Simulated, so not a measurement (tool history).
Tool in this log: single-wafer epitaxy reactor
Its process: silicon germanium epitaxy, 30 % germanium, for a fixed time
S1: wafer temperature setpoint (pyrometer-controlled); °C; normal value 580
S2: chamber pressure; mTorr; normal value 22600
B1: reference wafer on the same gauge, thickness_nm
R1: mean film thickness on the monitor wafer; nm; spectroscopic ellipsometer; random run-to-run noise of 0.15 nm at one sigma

run 1 hour=0 | S1=570 S2=26900 | B1=43.554 | R1=36.26
run 2 hour=48.6 | S1=580 S2=22600 | B1=43.488 | R1=41.677
run 3 hour=97.7 | S1=580 S2=22600 | B1=43.447 | R1=41.539
run 4 hour=199.9 | S1=580 S2=22600 | B1=43.484 | R1=41.402
run 5 hour=304.6 | S1=580 S2=22600 | B1=43.349 | R1=41.226
run 6 hour=375.3 | S1=580 S2=22600 | B1=43.397 | R1=41.448
run 7 hour=464.6 | S1=580 S2=22600 | B1=43.429 | R1=41.217
run 8 hour=540.6 | S1=580 S2=22600 | B1=43.305 | R1=41.336
run 9 hour=589.6 | S1=580 S2=22600 | B1=43.35 | R1=41.264
-- hour=602.3 pyrometer calibrated
run 10 hour=652.3 | S1=580 S2=22600 | B1=43.2 | R1=41.396
run 11 hour=716 | S1=580 S2=27000 | B1=43.199 | R1=43.047
run 12 hour=1021.6 | S1=580 S2=27000 | B1=42.888 | R1=42.898
run 13 hour=1076.7 | S1=580 S2=27000 | B1=43.001 | R1=42.795
run 14 hour=1217.7 | S1=580 S2=22600 | B1=42.873 | R1=40.676
-- hour=1394.7 capacitance manometer re-zeroed and calibrated
run 15 hour=1415.2 | S1=574 S2=22600 | B1=42.699 | R1=36.371
-- hour=1463.4 gauge calibrated
run 16 hour=1468.9 | S1=574 S2=22600 | B1=43.572 | R1=37.339
run 17 hour=1540.2 | S1=570 S2=24800 | B1=43.609 | R1=35.525
-- hour=1613.2 showerhead replaced
run 18 hour=1622.5 | S1=593 S2=27800 | B1=43.531 | R1=54.782
run 19 hour=1727.7 | S1=570 S2=26900 | B1=43.536 | R1=36.265
run 20 hour=1783.4 | S1=580 S2=22600 | B1=43.604 | R1=41.436
run 21 hour=1819.7 | S1=595 S2=22600 | B1=43.558 | R1=53.653
run 22 hour=1884.7 | S1=575 S2=17900 | B1=43.599 | R1=36.083
run 23 hour=1946.9 | S1=580 S2=20500 | B1=43.561 | R1=40.788
run 24 hour=2038.7 | S1=587 S2=25300 | B1=43.448 | R1=48.108
-- hour=2070.5 pyrometer calibrated
run 25 hour=2125.4 | S1=580 S2=20800 | B1=43.442 | R1=40.754
run 26 hour=2175.2 | S1=568 S2=26700 | B1=43.498 | R1=35.046
run 27 hour=2241.5 | S1=580 S2=22600 | B1=43.478 | R1=41.565
run 28 hour=2314.4 | S1=593 S2=17800 | B1=43.478 | R1=49.529
run 29 hour=2379.6 | S1=570 S2=26900 | B1=43.318 | R1=36.119
run 30 hour=2424.3 | S1=565 S2=20200 | B1=43.331 | R1=31.04
run 31 hour=2526.8 | S1=580 S2=22600 | B1=43.301 | R1=41.113
run 32 hour=2671.8 | S1=575 S2=22600 | B1=43.257 | R1=37.821
run 33 hour=2719.8 | S1=590 S2=17400 | B1=43.225 | R1=46.216
run 34 hour=2798 | S1=580 S2=22600 | B1=43.194 | R1=41.178

Predict each of these 5 candidate next runs independently; none follows another, all start after run 34:
run A hour=2798.4 | S1=580 S2=22600 | B1=? | R1=?
run B hour=2798.4 | S1=580 S2=17200 | B1=? | R1=?
run C hour=2798.4 | S1=580 S2=24800 | B1=? | R1=?
run D hour=2798.4 | S1=568 S2=17700 | B1=? | R1=?
run E hour=2798.4 | S1=588 S2=22600 | B1=? | R1=?

run=A B1=43.165 R1=41.293
run=B B1=43.165 R1=38.942
run=C B1=43.165 R1=42.195
run=D B1=43.165 R1=31.686
run=E B1=43.165 R1=47.42
Stripped of hidden state, with their random variation kept, the same runs would have yielded:
run=A R1=41.669
run=B R1=39.297
run=C R1=42.58
run=D R1=31.974
run=E R1=47.852

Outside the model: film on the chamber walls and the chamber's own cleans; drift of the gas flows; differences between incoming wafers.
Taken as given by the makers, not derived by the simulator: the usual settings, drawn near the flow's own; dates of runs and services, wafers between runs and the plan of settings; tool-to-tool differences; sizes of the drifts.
